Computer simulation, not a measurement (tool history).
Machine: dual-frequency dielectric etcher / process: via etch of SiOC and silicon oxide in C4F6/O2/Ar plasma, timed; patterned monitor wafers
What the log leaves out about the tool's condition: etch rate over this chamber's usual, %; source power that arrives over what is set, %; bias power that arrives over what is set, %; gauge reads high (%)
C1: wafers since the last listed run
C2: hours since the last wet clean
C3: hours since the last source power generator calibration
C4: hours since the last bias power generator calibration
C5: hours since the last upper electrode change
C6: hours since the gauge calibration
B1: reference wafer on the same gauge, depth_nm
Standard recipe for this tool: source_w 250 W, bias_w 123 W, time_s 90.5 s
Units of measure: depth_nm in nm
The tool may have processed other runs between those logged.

run 1 hour=0 | source_w=250 bias_w=123 time_s=90.5 | C1=0 C2=314.9 C3=4395.5 C4=3403.7 C5=5258.6 C6=352.5 | B1=82 | depth_nm=79.1
run 2 hour=7 | source_w=290 bias_w=123 time_s=90.5 | C1=56 C2=321.9 C3=4402.5 C4=3410.7 C5=5265.6 C6=359.5 | B1=82 | depth_nm=86.6
run 3 hour=48.8 | source_w=250 bias_w=123 time_s=90.5 | C1=334 C2=363.7 C3=4444.3 C4=3452.5 C5=5307.4 C6=401.3 | B1=82 | depth_nm=78.6
run 4 hour=64.7 | source_w=250 bias_w=123 time_s=90.5 | C1=127 C2=379.6 C3=4460.2 C4=3468.4 C5=5323.3 C6=417.2 | B1=81.9 | depth_nm=79.4
-- hour=72.7 source power generator calibrated
-- hour=94.9 wet clean of the chamber
run 5 hour=115.6 | source_w=250 bias_w=123 time_s=90.5 | C1=197 C2=20.7 C3=42.9 C4=3519.3 C5=5374.2 C6=468.1 | B1=81.9 | depth_nm=79.4
run 6 hour=122.3 | source_w=250 bias_w=123 time_s=90.5 | C1=53 C2=27.4 C3=49.6 C4=3526 C5=5380.9 C6=474.8 | B1=81.8 | depth_nm=79.4
run 7 hour=128.4 | source_w=250 bias_w=123 time_s=74.5 | C1=48 C2=33.5 C3=55.7 C4=3532.1 C5=5387 C6=480.9 | B1=81.7 | depth_nm=65.1
run 8 hour=134.8 | source_w=250 bias_w=123 time_s=90.5 | C1=51 C2=39.9 C3=62.1 C4=3538.5 C5=5393.4 C6=487.3 | B1=81.9 | depth_nm=78.7
run 9 hour=146.2 | source_w=250 bias_w=123 time_s=90.5 | C1=91 C2=51.3 C3=73.5 C4=3549.9 C5=5404.8 C6=498.7 | B1=81.9 | depth_nm=79.1
run 10 hour=153.4 | source_w=250 bias_w=123 time_s=90.5 | C1=57 C2=58.5 C3=80.7 C4=3557.1 C5=5412 C6=505.9 | B1=81.9 | depth_nm=79.1
run 11 hour=162 | source_w=250 bias_w=146 time_s=90.5 | C1=68 C2=67.1 C3=89.3 C4=3565.7 C5=5420.6 C6=514.5 | B1=81.7 | depth_nm=85
run 12 hour=174.4 | source_w=250 bias_w=146 time_s=90.5 | C1=99 C2=79.5 C3=101.7 C4=3578.1 C5=5433 C6=526.9 | B1=81.9 | depth_nm=85.2
run 13 hour=188.6 | source_w=250 bias_w=99 time_s=90.5 | C1=113 C2=93.7 C3=115.9 C4=3592.3 C5=5447.2 C6=541.1 | B1=82 | depth_nm=71.6
-- hour=200.6 bias power generator calibrated
run 14 hour=223.5 | source_w=250 bias_w=123 time_s=90.5 | C1=247 C2=128.6 C3=150.8 C4=22.9 C5=5482.1 C6=576 | B1=81.8 | depth_nm=78.7
run 15 hour=240 | source_w=250 bias_w=123 time_s=66 | C1=132 C2=145.1 C3=167.3 C4=39.4 C5=5498.6 C6=592.5 | B1=82 | depth_nm=57.9
-- hour=272.6 upper electrode replaced
run 16 hour=273.1 | source_w=230 bias_w=140 time_s=90.5 | C1=72 C2=178.2 C3=200.4 C4=72.5 C5=0.5 C6=625.6 | B1=81.8 | depth_nm=79.1
run 17 hour=273.4 | source_w=250 bias_w=144 time_s=90.5 | C1=2 C2=178.5 C3=200.7 C4=72.8 C5=0.8 C6=625.9 | B1=82.1 | depth_nm=85.4
run 18 hour=310.2 | source_w=300 bias_w=100 time_s=102.5 | C1=294 C2=215.3 C3=237.5 C4=109.6 C5=37.6 C6=662.7 | B1=82 | depth_nm=91.1
run 19 hour=326.2 | source_w=250 bias_w=123 time_s=90.5 | C1=128 C2=231.3 C3=253.5 C4=125.6 C5=53.6 C6=678.7 | B1=81.8 | depth_nm=78.3
run 20 hour=333.1 | source_w=250 bias_w=150 time_s=82 | C1=55 C2=238.2 C3=260.4 C4=132.5 C5=60.5 C6=685.6 | B1=82 | depth_nm=78.6
-- hour=333.7 gauge calibrated
run 21 hour=347.9 | source_w=250 bias_w=123 time_s=117 | C1=118 C2=253 C3=275.2 C4=147.3 C5=75.3 C6=14.2 | B1=81.7 | depth_nm=102.5
run 22 hour=359.2 | source_w=250 bias_w=123 time_s=66 | C1=90 C2=264.3 C3=286.5 C4=158.6 C5=86.6 C6=25.5 | B1=82 | depth_nm=57.9
run 23 hour=381 | source_w=280 bias_w=114 time_s=90.5 | C1=174 C2=286.1 C3=308.3 C4=180.4 C5=108.4 C6=47.3 | B1=81.9 | depth_nm=81.9
run 24 hour=398.3 | source_w=270 bias_w=149 time_s=69 | C1=138 C2=303.4 C3=325.6 C4=197.7 C5=125.7 C6=64.6 | B1=81.9 | depth_nm=68.5
run 25 hour=408.8 | source_w=210 bias_w=101 time_s=90.5 | C1=84 C2=313.9 C3=336.1 C4=208.2 C5=136.2 C6=75.1 | B1=81.9 | depth_nm=63.7
run 26 hour=415.7 | source_w=280 bias_w=97 time_s=81.5 | C1=55 C2=320.8 C3=343 C4=215.1 C5=143.1 C6=82 | B1=81.9 | depth_nm=68.5
run 27 hour=431.8 | source_w=290 bias_w=123 time_s=65 | C1=128 C2=336.9 C3=359.1 C4=231.2 C5=159.2 C6=98.1 | B1=81.8 | depth_nm=62.1
-- hour=460 wet clean of the chamber
run 28 hour=460.5 | source_w=300 bias_w=123 time_s=90.5 | C1=37 C2=0.5 C3=387.8 C4=259.9 C5=187.9 C6=126.8 | B1=81.9 | depth_nm=87.9
run 29 hour=460.8 | source_w=250 bias_w=114 time_s=90.5 | C1=2 C2=0.8 C3=388.1 C4=260.2 C5=188.2 C6=127.1 | B1=82 | depth_nm=76.6
run 30 hour=462.4 | source_w=250 bias_w=107 time_s=73 | C1=12 C2=2.4 C3=389.7 C4=261.8 C5=189.8 C6=128.7 | B1=81.8 | depth_nm=59.9
run 31 hour=472.1 | source_w=280 bias_w=110 time_s=115 | C1=77 C2=12.1 C3=399.4 C4=271.5 C5=199.5 C6=138.4 | B1=81.9 | depth_nm=102.1

Hidden condition of the tool, last listed run before each entry between runs versus first listed run after:
Run 4 -> run 5: source power generator calibrated (hour 72.7); wet clean of the chamber (hour 94.9)
  nothing in the hidden state changes from one run to the other
Run 13 -> run 14: bias power generator calibrated (hour 200.6)
  nothing in the hidden state changes from one run to the other
Run 15 -> run 16: upper electrode replaced (hour 272.6)
  nothing in the hidden state changes from one run to the other
Run 20 -> run 21: gauge calibrated (hour 333.7)
  nothing in the hidden state changes from one run to the other
Run 27 -> run 28: wet clean of the chamber (hour 460)
  nothing in the hidden state changes from one run to the other
